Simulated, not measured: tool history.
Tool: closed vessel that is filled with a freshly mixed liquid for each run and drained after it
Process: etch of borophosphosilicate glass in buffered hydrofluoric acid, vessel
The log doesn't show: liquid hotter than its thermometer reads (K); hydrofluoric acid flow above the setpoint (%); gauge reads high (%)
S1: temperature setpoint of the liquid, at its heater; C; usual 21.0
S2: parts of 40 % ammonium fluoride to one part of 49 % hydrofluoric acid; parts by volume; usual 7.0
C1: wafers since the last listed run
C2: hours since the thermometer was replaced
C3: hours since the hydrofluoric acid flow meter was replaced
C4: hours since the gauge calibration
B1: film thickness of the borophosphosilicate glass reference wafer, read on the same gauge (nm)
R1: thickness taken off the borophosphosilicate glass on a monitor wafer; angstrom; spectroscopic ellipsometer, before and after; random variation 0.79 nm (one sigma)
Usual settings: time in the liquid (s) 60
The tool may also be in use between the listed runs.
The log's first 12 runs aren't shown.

run 13 hour=852.2 | S1=21.0 S2=7.0 time_in_the_liquid_(s)=60 | C1=3494 C2=478.6 C3=1466.9 C4=322.6 | B1=129.99 | R1=1157.9
run 14 hour=899.2 | S1=19.0 S2=9.5 time_in_the_liquid_(s)=40 | C1=3758 C2=525.6 C3=1513.9 C4=369.6 | B1=129.97 | R1=502.5
run 15 hour=936.1 | S1=21.0 S2=7.0 time_in_the_liquid_(s)=40 | C1=2950 C2=562.5 C3=1550.8 C4=406.5 | B1=130.00 | R1=777.0
-- hour=961.3 hydrofluoric acid flow meter replaced
run 16 hour=1016.6 | S1=19.0 S2=7.0 time_in_the_liquid_(s)=85 | C1=6356 C2=643.0 C3=55.3 C4=487.0 | B1=130.01 | R1=1381.2
run 17 hour=1072.4 | S1=21.0 S2=7.0 time_in_the_liquid_(s)=70 | C1=4461 C2=698.8 C3=111.1 C4=542.8 | B1=130.00 | R1=1285.0
run 18 hour=1166.6 | S1=21.0 S2=7.0 time_in_the_liquid_(s)=30 | C1=7532 C2=793.0 C3=205.3 C4=637.0 | B1=130.01 | R1=559.0
run 19 hour=1342.7 | S1=21.0 S2=7.0 time_in_the_liquid_(s)=60 | C1=14081 C2=969.1 C3=381.4 C4=813.1 | B1=130.01 | R1=1128.2
run 20 hour=1415.0 | S1=21.0 S2=7.0 time_in_the_liquid_(s)=60 | C1=5781 C2=1041.4 C3=453.7 C4=885.4 | B1=129.99 | R1=1140.6
run 21 hour=1455.9 | S1=19.0 S2=5.5 time_in_the_liquid_(s)=60 | C1=3270 C2=1082.3 C3=494.6 C4=926.3 | B1=129.99 | R1=1261.5
run 22 hour=1518.0 | S1=21.0 S2=7.0 time_in_the_liquid_(s)=60 | C1=4965 C2=1144.4 C3=556.7 C4=988.4 | B1=129.99 | R1=1145.8
run 23 hour=1614.1 | S1=21.0 S2=5.0 time_in_the_liquid_(s)=90 | C1=7684 C2=1240.5 C3=652.8 C4=1084.5 | B1=129.98 | R1=2301.6
run 24 hour=1700.1 | S1=21.0 S2=5.0 time_in_the_liquid_(s)=60 | C1=6876 C2=1326.5 C3=738.8 C4=1170.5 | B1=130.00 | R1=1550.6
run 25 hour=1807.1 | S1=21.0 S2=7.0 time_in_the_liquid_(s)=80 | C1=8555 C2=1433.5 C3=845.8 C4=1277.5 | B1=129.99 | R1=1550.3
run 26 hour=1862.8 | S1=18.5 S2=5.0 time_in_the_liquid_(s)=30 | C1=4453 C2=1489.2 C3=901.5 C4=1333.2 | B1=130.00 | R1=685.1
run 27 hour=1922.3 | S1=17.0 S2=7.0 time_in_the_liquid_(s)=80 | C1=4757 C2=1548.7 C3=961.0 C4=1392.7 | B1=129.99 | R1=1256.5
run 28 hour=1977.2 | S1=17.0 S2=7.0 time_in_the_liquid_(s)=60 | C1=4389 C2=1603.6 C3=1015.9 C4=1447.6 | B1=129.98 | R1=949.5
run 29 hour=2075.5 | S1=21.0 S2=5.0 time_in_the_liquid_(s)=30 | C1=7860 C2=1701.9 C3=1114.2 C4=1545.9 | B1=130.01 | R1=800.3
run 30 hour=2151.1 | S1=25.5 S2=5.5 time_in_the_liquid_(s)=30 | C1=6045 C2=1777.5 C3=1189.8 C4=1621.5 | B1=129.99 | R1=928.3
run 31 hour=2338.8 | S1=21.0 S2=7.0 time_in_the_liquid_(s)=85 | C1=15008 C2=1965.2 C3=1377.5 C4=1809.2 | B1=129.99 | R1=1722.8
run 32 hour=2425.7 | S1=18.5 S2=6.0 time_in_the_liquid_(s)=60 | C1=6948 C2=2052.1 C3=1464.4 C4=1896.1 | B1=130.01 | R1=1235.0

3 ways to go on from here, each from the tool as it stands after run 32. What would each give?
run A hour=2426.4 | S1=17.5 S2=7.0 time_in_the_liquid_(s)=60 | C1=55 C2=2052.8 C3=1465.1 C4=1896.8 | B1=? | R1=?
run B hour=2426.4 | S1=21.0 S2=7.0 time_in_the_liquid_(s)=60 | C1=55 C2=2052.8 C3=1465.1 C4=1896.8 | B1=? | R1=?
run C hour=2426.4 | S1=17.5 S2=6.0 time_in_the_liquid_(s)=95 | C1=55 C2=2052.8 C3=1465.1 C4=1896.8 | B1=? | R1=?

run=A B1=129.98 R1=1010.6
run=B B1=129.98 R1=1224.4
run=C B1=129.98 R1=1833.3
Without the tool's hidden state the same runs would have given:
run=A R1=881.3
run=B R1=1069.6
run=C R1=1600.6
